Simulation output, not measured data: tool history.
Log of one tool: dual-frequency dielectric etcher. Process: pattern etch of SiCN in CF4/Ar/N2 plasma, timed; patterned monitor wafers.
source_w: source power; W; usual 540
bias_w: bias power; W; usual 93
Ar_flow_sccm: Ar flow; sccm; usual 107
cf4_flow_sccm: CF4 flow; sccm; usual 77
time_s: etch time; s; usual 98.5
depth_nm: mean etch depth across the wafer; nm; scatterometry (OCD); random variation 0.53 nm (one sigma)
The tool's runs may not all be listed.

| run | hour | source_w | bias_w | Ar_flow_sccm | cf4_flow_sccm | time_s | wafers since the last listed run | hours since the last wet clean | hours since the last source power generator calibration | hours since the last bias power generator calibration | hours since the last Ar flow controller change | hours since the last CF4 flow controller change | hours since the last upper electrode change | hours since the gauge calibration | read-back reference wafer on the same gauge, depth_nm | depth_nm |
|---|---|---|---|---|---|---|---|---|---|---|---|---|---|---|---|---|
| 1 | 0 | 470 | 93 | 107 | 77 | 98.5 | 0 | 65.1 | 499.3 | 2840.4 | 946.8 | 604.4 | 725.4 | 2778.5 | 89.2 | 87.1 |
| 2 | 68.2 | 540 | 93 | 107 | 77 | 98.5 | 859 | 133.3 | 567.5 | 2908.6 | 1015 | 672.6 | 793.6 | 2846.7 | 89.3 | 98.7 |
| 3 | 126 | 590 | 93 | 125 | 77 | 98.5 | 728 | 191.1 | 625.3 | 2966.4 | 1072.8 | 730.4 | 851.4 | 2904.5 | 89.3 | 103.5 |
|  | 146.2 | gauge calibrated |
| 4 | 165.3 | 540 | 93 | 107 | 77 | 98.5 | 495 | 230.4 | 664.6 | 3005.7 | 1112.1 | 769.7 | 890.7 | 19.1 | 89.3 | 98.6 |
| 5 | 256.8 | 500 | 93 | 107 | 77 | 87 | 1153 | 321.9 | 756.1 | 3097.2 | 1203.6 | 861.2 | 982.2 | 110.6 | 89.3 | 81.7 |
| 6 | 295.9 | 540 | 93 | 107 | 77 | 98.5 | 492 | 361 | 795.2 | 3136.3 | 1242.7 | 900.3 | 1021.3 | 149.7 | 89.3 | 97.9 |
| 7 | 344.3 | 540 | 93 | 107 | 77 | 121 | 610 | 409.4 | 843.6 | 3184.7 | 1291.1 | 948.7 | 1069.7 | 198.1 | 89.2 | 120.9 |
| 8 | 448.8 | 590 | 110 | 92 | 91 | 98.5 | 1317 | 513.9 | 948.1 | 3289.2 | 1395.6 | 1053.2 | 1174.2 | 302.6 | 89.4 | 118.8 |
| 9 | 555.9 | 420 | 103 | 107 | 85 | 98.5 | 1350 | 621 | 1055.2 | 3396.3 | 1502.7 | 1160.3 | 1281.3 | 409.7 | 89.3 | 82.4 |
|  | 567.7 | bias power generator calibrated |
| 10 | 651.7 | 430 | 93 | 107 | 77 | 98.5 | 1157 | 716.8 | 1151 | 84 | 1598.5 | 1256.1 | 1377.1 | 505.5 | 89.3 | 78.8 |
|  | 720.3 | wet clean of the chamber |
| 11 | 754.8 | 540 | 102 | 125 | 93 | 119 | 997 | 34.5 | 1254.1 | 187.1 | 1701.6 | 1359.2 | 1480.2 | 608.6 | 89.2 | 121.1 |
| 12 | 808.7 | 630 | 93 | 107 | 91 | 78.5 | 679 | 88.4 | 1308 | 241 | 1755.5 | 1413.1 | 1534.1 | 662.5 | 89.2 | 89.6 |
| 13 | 873.7 | 540 | 93 | 90 | 77 | 79 | 819 | 153.4 | 1373 | 306 | 1820.5 | 1478.1 | 1599.1 | 727.5 | 89.3 | 79.9 |
| 14 | 973.7 | 540 | 93 | 125 | 83 | 98.5 | 1260 | 253.4 | 1473 | 406 | 1920.5 | 1578.1 | 1699.1 | 827.5 | 89.3 | 96 |
| 15 | 1018.5 | 430 | 93 | 107 | 77 | 98.5 | 564 | 298.2 | 1517.8 | 450.8 | 1965.3 | 1622.9 | 1743.9 | 872.3 | 89.3 | 79.6 |
| 16 | 1058.5 | 540 | 93 | 98 | 77 | 86.5 | 504 | 338.2 | 1557.8 | 490.8 | 2005.3 | 1662.9 | 1783.9 | 912.3 | 89.2 | 86.2 |
| 17 | 1163.9 | 460 | 112 | 128 | 77 | 98.5 | 1328 | 443.6 | 1663.2 | 596.2 | 2110.7 | 1768.3 | 1889.3 | 1017.7 | 89.3 | 89.5 |
| 18 | 1270.1 | 540 | 83 | 127 | 62 | 76 | 1338 | 549.8 | 1769.4 | 702.4 | 2216.9 | 1874.5 | 1995.5 | 1123.9 | 89.4 | 68.8 |

Forecast run 19:
|  | 1324.8 | wet clean of the chamber |
| 19 | 1325.3 | 540 | 93 | 107 | 58 | 98.5 | 393 | 0.5 | 1824.6 | 757.6 | 2272.1 | 1929.7 | 2050.7 | 1179.1 | ? | ? |

{"run 19": {"read-back reference wafer on the same gauge, depth_nm": 89.2, "depth_nm": 94.5}}
Without the tool's hidden state the same run would have given depth_nm 94 nm.
